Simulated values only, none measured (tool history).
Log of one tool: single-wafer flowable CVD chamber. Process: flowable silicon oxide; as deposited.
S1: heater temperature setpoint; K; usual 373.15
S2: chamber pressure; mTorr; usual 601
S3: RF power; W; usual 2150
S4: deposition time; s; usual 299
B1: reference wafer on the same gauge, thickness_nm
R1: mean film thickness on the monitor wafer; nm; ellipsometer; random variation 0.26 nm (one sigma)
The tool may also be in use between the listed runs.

run 1 hour=0 | S1=373.15 S2=601 S3=2480 S4=299 | B1=109.983 | R1=135.701
run 2 hour=17.5 | S1=373.15 S2=601 S3=2150 S4=299 | B1=110.014 | R1=131.367
run 3 hour=28.1 | S1=373.15 S2=601 S3=2150 S4=299 | B1=109.982 | R1=131.238
run 4 hour=40.8 | S1=373.15 S2=601 S3=2150 S4=299 | B1=110.019 | R1=131.786
run 5 hour=51.2 | S1=373.15 S2=601 S3=2150 S4=299 | B1=110.017 | R1=131.358
run 6 hour=65.1 | S1=373.15 S2=601 S3=2150 S4=299 | B1=110.015 | R1=131.5
-- hour=78.3 thermocouple changed; heater temperature recalibrated
run 7 hour=78.8 | S1=373.15 S2=601 S3=2150 S4=299 | B1=109.996 | R1=131.305
-- hour=93.7 gauge calibrated
-- hour=96.7 showerhead replaced, of another model than before
-- hour=97 capacitance manometer re-zeroed and calibrated
run 8 hour=97.5 | S1=373.15 S2=601 S3=2150 S4=299 | B1=110.027 | R1=121.468
run 9 hour=103 | S1=373.15 S2=601 S3=1955 S4=299 | B1=109.947 | R1=118.768
run 10 hour=118.5 | S1=373.15 S2=563 S3=2150 S4=325 | B1=109.964 | R1=127.064
-- hour=129.3 RF generator calibrated
run 11 hour=130.4 | S1=373.15 S2=601 S3=2150 S4=299 | B1=109.983 | R1=122.447
run 12 hour=147.9 | S1=373.15 S2=601 S3=2150 S4=299 | B1=110.007 | R1=122.421
run 13 hour=158.4 | S1=373.15 S2=601 S3=1785 S4=299 | B1=109.977 | R1=116.93
run 14 hour=168 | S1=373.15 S2=601 S3=2150 S4=266 | B1=109.965 | R1=109.093
run 15 hour=182.8 | S1=373.15 S2=495 S3=1975 S4=351 | B1=109.956 | R1=125.812

The next listed run, before its measurement:
run 16 hour=196.6 | S1=373.15 S2=601 S3=2150 S4=299 | B1=? | R1=?

B1: 109.961
R1: 123.039 nm
Without the tool's hidden state the same run would have given R1 120.929 nm.
